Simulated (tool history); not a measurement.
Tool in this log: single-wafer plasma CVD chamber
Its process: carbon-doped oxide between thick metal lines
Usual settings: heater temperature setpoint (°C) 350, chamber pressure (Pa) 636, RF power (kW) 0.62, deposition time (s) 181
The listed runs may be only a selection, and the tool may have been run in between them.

run,day,heater temperature setpoint (°C),chamber pressure (Pa),RF power (kW),deposition time (s),wafers since the last listed run,hours since the last thermocouple change,hours since the last RF generator calibration,hours since the last manometer calibration,hours since the showerhead was replaced,hours since the gauge calibration,"read-back reference wafer on the same gauge, thickness_nm",mean film thickness on the monitor wafer (Å)
1,0,350,636,0.62,181,0,2585.3,924.8,2598.8,6614.6,241.5,1150.553,10734.68
2,1.267,355,636,0.62,181,339,2615.7,955.2,2629.2,6645,271.9,1149.695,10640.88
3,2.396,355,636,0.62,181,302,2642.8,982.3,2656.3,6672.1,299,1149.695,10609.09
4,3.229,350,636,0.62,181,223,2662.8,1002.3,2676.3,6692.1,319,1149.838,10712.41
5,3.9,350,636,0.62,181,179,2678.9,1018.4,2692.4,6708.2,335.1,1149.936,10721.01
6,4.404,350,636,0.62,181,135,2691,1030.5,2704.5,6720.3,347.2,1149.517,10710.38
7,5.371,350,636,0.62,181,259,2714.2,1053.7,2727.7,6743.5,370.4,1150.597,10708.49
8,7.108,343,636,0.62,201,465,2755.9,1095.4,2769.4,6785.2,412.1,1149.815,12097.41
9,8.188,343,636,0.62,201,289,2781.8,1121.3,2795.3,6811.1,438,1149.868,12077.18
10,9.058,343,636,0.62,201,233,2802.7,1142.2,2816.2,6832,458.9,1149.584,12086.04
# day 12.975: RF generator calibrated
11,13.483,350,636,0.62,181,1097,2908.9,12.2,2922.4,6938.2,565.1,1149.837,10807.51
12,14.042,350,636,0.62,181,149,2922.3,25.6,2935.8,6951.6,578.5,1149.887,10822.28

What will run 13 give?
13,15.379,350,636,0.62,181,358,2954.4,57.7,2967.9,6983.7,610.6,?,?

Run 13 yielded read-back reference wafer on the same gauge, thickness_nm 1149.59, mean film thickness on the monitor wafer (Å) 10822.31.
Without the tool's hidden state the same run would have given mean film thickness on the monitor wafer (Å) 10865.98.
